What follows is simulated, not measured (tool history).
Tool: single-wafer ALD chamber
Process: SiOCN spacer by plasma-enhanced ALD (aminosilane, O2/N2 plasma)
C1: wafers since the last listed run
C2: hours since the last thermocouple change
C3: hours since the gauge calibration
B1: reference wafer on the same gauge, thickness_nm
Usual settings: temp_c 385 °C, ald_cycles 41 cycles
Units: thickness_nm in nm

{"run": 1, "day": 0.0, "temp_c": 385, "ald_cycles": 46, "C1": 0, "C2": 1965.9, "C3": 54.7, "B1": 2.409, "thickness_nm": 2.96}
{"run": 2, "day": 0.638, "temp_c": 385, "ald_cycles": 46, "C1": 71, "C2": 1981.2, "C3": 70, "B1": 2.411, "thickness_nm": 2.932}
{"run": 3, "day": 1.046, "temp_c": 385, "ald_cycles": 41, "C1": 45, "C2": 1991, "C3": 79.8, "B1": 2.411, "thickness_nm": 2.632}
{"run": 4, "day": 1.462, "temp_c": 375, "ald_cycles": 36, "C1": 46, "C2": 2001, "C3": 89.8, "B1": 2.41, "thickness_nm": 2.298}
{"run": 5, "day": 1.971, "temp_c": 375, "ald_cycles": 36, "C1": 57, "C2": 2013.2, "C3": 102, "B1": 2.41, "thickness_nm": 2.308}
{"run": 6, "day": 2.454, "temp_c": 375, "ald_cycles": 36, "C1": 54, "C2": 2024.8, "C3": 113.6, "B1": 2.412, "thickness_nm": 2.303}
{"run": 7, "day": 2.983, "temp_c": 385, "ald_cycles": 41, "C1": 59, "C2": 2037.5, "C3": 126.3, "B1": 2.411, "thickness_nm": 2.636}
{"run": 8, "day": 3.608, "temp_c": 385, "ald_cycles": 41, "C1": 70, "C2": 2052.5, "C3": 141.3, "B1": 2.409, "thickness_nm": 2.63}
{"run": 9, "day": 4.15, "temp_c": 385, "ald_cycles": 41, "C1": 60, "C2": 2065.5, "C3": 154.3, "B1": 2.411, "thickness_nm": 2.64}
{"run": 10, "day": 4.838, "temp_c": 385, "ald_cycles": 41, "C1": 77, "C2": 2082, "C3": 170.8, "B1": 2.411, "thickness_nm": 2.625}
{"run": 11, "day": 5.546, "temp_c": 385, "ald_cycles": 41, "C1": 79, "C2": 2099, "C3": 187.8, "B1": 2.41, "thickness_nm": 2.625}
{"day": 5.604, "done": "gauge calibrated"}
{"run": 12, "day": 5.85, "temp_c": 385, "ald_cycles": 41, "C1": 34, "C2": 2106.3, "C3": 5.9, "B1": 2.41, "thickness_nm": 2.624}
{"run": 13, "day": 6.275, "temp_c": 385, "ald_cycles": 41, "C1": 47, "C2": 2116.5, "C3": 16.1, "B1": 2.41, "thickness_nm": 2.627}
{"run": 14, "day": 6.621, "temp_c": 385, "ald_cycles": 41, "C1": 38, "C2": 2124.8, "C3": 24.4, "B1": 2.41, "thickness_nm": 2.612}
{"run": 15, "day": 7.225, "temp_c": 393, "ald_cycles": 34, "C1": 68, "C2": 2139.3, "C3": 38.9, "B1": 2.409, "thickness_nm": 2.184}
{"run": 16, "day": 7.838, "temp_c": 393, "ald_cycles": 46, "C1": 68, "C2": 2154, "C3": 53.6, "B1": 2.41, "thickness_nm": 2.946}
{"day": 8.354, "done": "thermocouple changed; heater temperature recalibrated"}
{"run": 17, "day": 8.375, "temp_c": 391, "ald_cycles": 41, "C1": 22, "C2": 0.5, "C3": 66.5, "B1": 2.41, "thickness_nm": 2.617}
{"run": 18, "day": 8.704, "temp_c": 396, "ald_cycles": 36, "C1": 37, "C2": 8.4, "C3": 74.4, "B1": 2.41, "thickness_nm": 2.316}
{"run": 19, "day": 8.996, "temp_c": 375, "ald_cycles": 41, "C1": 32, "C2": 15.4, "C3": 81.4, "B1": 2.411, "thickness_nm": 2.627}
{"run": 20, "day": 9.492, "temp_c": 376, "ald_cycles": 47, "C1": 55, "C2": 27.3, "C3": 93.3, "B1": 2.41, "thickness_nm": 3.013}
{"run": 21, "day": 10.029, "temp_c": 385, "ald_cycles": 36, "C1": 60, "C2": 40.2, "C3": 106.2, "B1": 2.41, "thickness_nm": 2.305}
{"run": 22, "day": 10.654, "temp_c": 394, "ald_cycles": 49, "C1": 70, "C2": 55.2, "C3": 121.2, "B1": 2.411, "thickness_nm": 3.15}
{"run": 23, "day": 11.083, "temp_c": 372, "ald_cycles": 45, "C1": 48, "C2": 65.5, "C3": 131.5, "B1": 2.41, "thickness_nm": 2.878}

Hidden state at the last listed run before each entry between runs and at the first one after, where it differs:
Between runs 11 and 12: gauge calibrated (day 5.604)
  no hidden state differs between the two runs
Between runs 16 and 17: thermocouple changed; heater temperature recalibrated (day 8.354)
  no hidden state differs between the two runs
